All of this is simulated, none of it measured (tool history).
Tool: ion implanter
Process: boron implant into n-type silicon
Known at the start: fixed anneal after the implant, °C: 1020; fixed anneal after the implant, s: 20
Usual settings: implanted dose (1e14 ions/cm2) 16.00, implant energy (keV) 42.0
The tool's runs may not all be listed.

run	hour	implanted dose (1e14 ions/cm2)	implant energy (keV)	read-back reference wafer on the same gauge, sheet resistance	sheet resistance of the implanted and annealed layer (ohm/square)
1	0.0	16.00	42.0	75.64	77.22
2	221.7	16.00	42.0	75.58	77.17
3	408.1	16.00	42.0	75.61	78.13
4	491.1	12.97	37.5	75.64	93.87
5	548.3	12.97	37.5	75.59	93.40
6	643.4	16.00	48.0	75.61	77.25
# hour 743.9: Faraday cup replaced and dose calibrated
7	744.4	16.00	48.0	75.59	76.15
8	843.8	16.00	48.0	75.59	76.19
9	894.0	16.00	32.0	75.60	78.72
10	939.6	16.00	32.0	75.57	79.04
11	1030.4	18.41	53.0	75.57	67.66
# hour 1048.8: extraction supply calibrated
12	1089.6	16.00	42.0	75.60	77.06
13	1164.5	16.00	35.0	75.65	78.02
14	1233.8	18.26	53.5	75.58	67.42
15	1270.4	12.45	55.0	75.64	93.39
16	1322.8	13.08	36.5	75.58	92.38
# hour 1372.9: gauge calibrated
17	1429.0	12.14	27.5	75.63	99.57
18	1503.6	16.00	42.0	75.60	77.73
19	1610.2	18.43	34.0	75.59	70.81
20	1663.3	20.26	42.0	75.61	63.99
21	1764.8	14.32	32.5	75.62	86.72

Forecast each of these 4 alternatives for the next run:
A	1765.2	16.00	46.0	?	?
B	1765.2	17.89	33.0	?	?
C	1765.2	20.61	46.0	?	?
D	1765.2	19.28	54.5	?	?

run	read-back reference wafer on the same gauge, sheet resistance	sheet resistance of the implanted and annealed layer (ohm/square)
A	75.57	77.78
B	75.57	73.08
C	75.57	63.06
D	75.57	65.47
Without the tool's hidden state the same runs would have given:
run	sheet resistance of the implanted and annealed layer (ohm/square)
A	76.68
B	72.13
C	62.22
D	64.56

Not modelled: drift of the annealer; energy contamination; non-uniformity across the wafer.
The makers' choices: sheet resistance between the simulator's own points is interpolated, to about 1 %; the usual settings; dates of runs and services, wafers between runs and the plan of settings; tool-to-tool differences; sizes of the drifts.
